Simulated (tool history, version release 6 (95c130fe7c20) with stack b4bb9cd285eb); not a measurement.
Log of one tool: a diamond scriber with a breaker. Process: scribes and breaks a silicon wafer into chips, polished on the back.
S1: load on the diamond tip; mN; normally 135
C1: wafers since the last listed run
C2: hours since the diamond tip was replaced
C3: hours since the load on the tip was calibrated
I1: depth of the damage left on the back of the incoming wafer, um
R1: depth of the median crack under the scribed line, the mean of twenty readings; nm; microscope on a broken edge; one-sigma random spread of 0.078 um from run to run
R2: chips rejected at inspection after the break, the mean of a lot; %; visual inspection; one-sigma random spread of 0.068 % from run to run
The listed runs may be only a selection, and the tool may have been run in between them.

run	day	S1	C1	C2	C3	I1	R1	R2
1	0	119	0	273.2	478.8	0.05	7920	1.8
2	0.571	119	48	286.9	492.5	0.05	7740	1.78
3	0.958	119	32	296.2	501.8	0.04	7750	1.87
4	1.304	106	29	304.5	510.1	0.02	6870	5.14
5	1.804	135	42	316.5	522.1	0.01	9140	2.91
6	2.317	135	43	328.8	534.4	0.03	9030	3.03
7	2.742	124	36	339	544.6	0.04	8200	1.57
8	3.608	124	73	359.8	565.4	0.03	8410	1.54
9	4.042	165	36	370.2	575.8	0.04	11230	12.81
10	4.412	165	31	379.1	584.7	0.03	10980	12.04
11	5.071	165	56	394.9	600.5	0.04	11280	11.89
12	5.667	135	50	409.2	614.8	0.02	9260	3.49
13	6.167	135	42	421.2	626.8	0.02	9520	3.34
14	6.888	135	61	438.5	644.1	0.02	9460	3.58
# day 7.325: load on the tip recalibrated
15	7.412	135	37	451.1	2.1	0.02	8090	1.57
16	7.862	135	38	461.9	12.9	0.02	8170	1.72
17	8.158	135	25	469	20	0.02	8140	1.69
18	8.875	135	60	486.2	37.2	0.01	8100	1.69
19	9.362	135	41	497.9	48.9	0.04	8090	1.61
20	9.762	102	34	507.5	58.5	0.03	5960	12.44
21	10.167	161	34	517.2	68.2	0.05	9710	5.18
22	10.767	146	51	531.6	82.6	0.04	8850	2.38
23	11.388	101	52	546.5	97.5	0.03	5810	13.1
24	11.771	170	32	555.7	106.7	0.04	10370	7.25
25	12.238	135	39	566.9	117.9	0.05	8280	1.6
26	12.579	135	29	575.1	126.1	0.02	8200	1.63
27	12.925	153	29	583.4	134.4	0.01	9280	3.4
# day 13.117: diamond tip replaced by a new one
28	13.242	135	19	3	142	0.02	8160	1.54
29	13.5	107	21	9.2	148.2	0.05	6310	8.53
30	14.125	113	53	24.2	163.2	0.04	6730	5.68
31	14.588	149	39	35.3	174.3	0.03	8990	2.77
32	15.167	148	49	49.2	188.2	0.05	9030	2.61
33	15.562	135	33	58.7	197.7	0.03	8160	1.58
34	15.9	135	28	66.8	205.8	0.05	8130	1.65
35	16.596	110	59	83.5	222.5	0.02	6580	6.53
36	17.175	108	49	97.4	236.4	0.04	6460	7.89
37	17.717	110	46	110.4	249.4	0.05	6510	6.75

Subtracting, for every run, the result it would have given without the tool's unlogged condition from the measured result gives the following. The same run-to-run variation enters both numbers; the gauge's scatter may not:
The hidden state here: share of the diamond tip's cutting effectiveness lost through wear, %; deviation of the load on the tip from its setpoint, %.
run	R1	R2
1	+690	-1.77
2	+700	-1.8
3	+720	-1.95
4	+650	-4.81
5	+890	+1.21
6	+910	+1.31
7	+850	-0.83
8	+920	-0.78
9	+1260	+6.58
10	+1260	+6.27
11	+1340	+6.33
12	+1140	+1.87
13	+1210	+1.84
14	+1240	+2.04
15	-20	+0
16	-20	+0
17	-20	+0
18	-20	+0
19	-10	+0
20	+0	+0.07
21	+0	-0.03
22	+0	+0
23	+10	-0.06
24	+10	+0.07
25	+20	+0
26	+30	+0
27	+40	+0.09
28	+30	+0.01
29	+30	-0.25
30	+40	-0.26
31	+70	+0.16
32	+80	+0.19
33	+80	+0.01
34	+90	+0.01
35	+90	-0.62
36	+100	-0.81
37	+110	-0.85
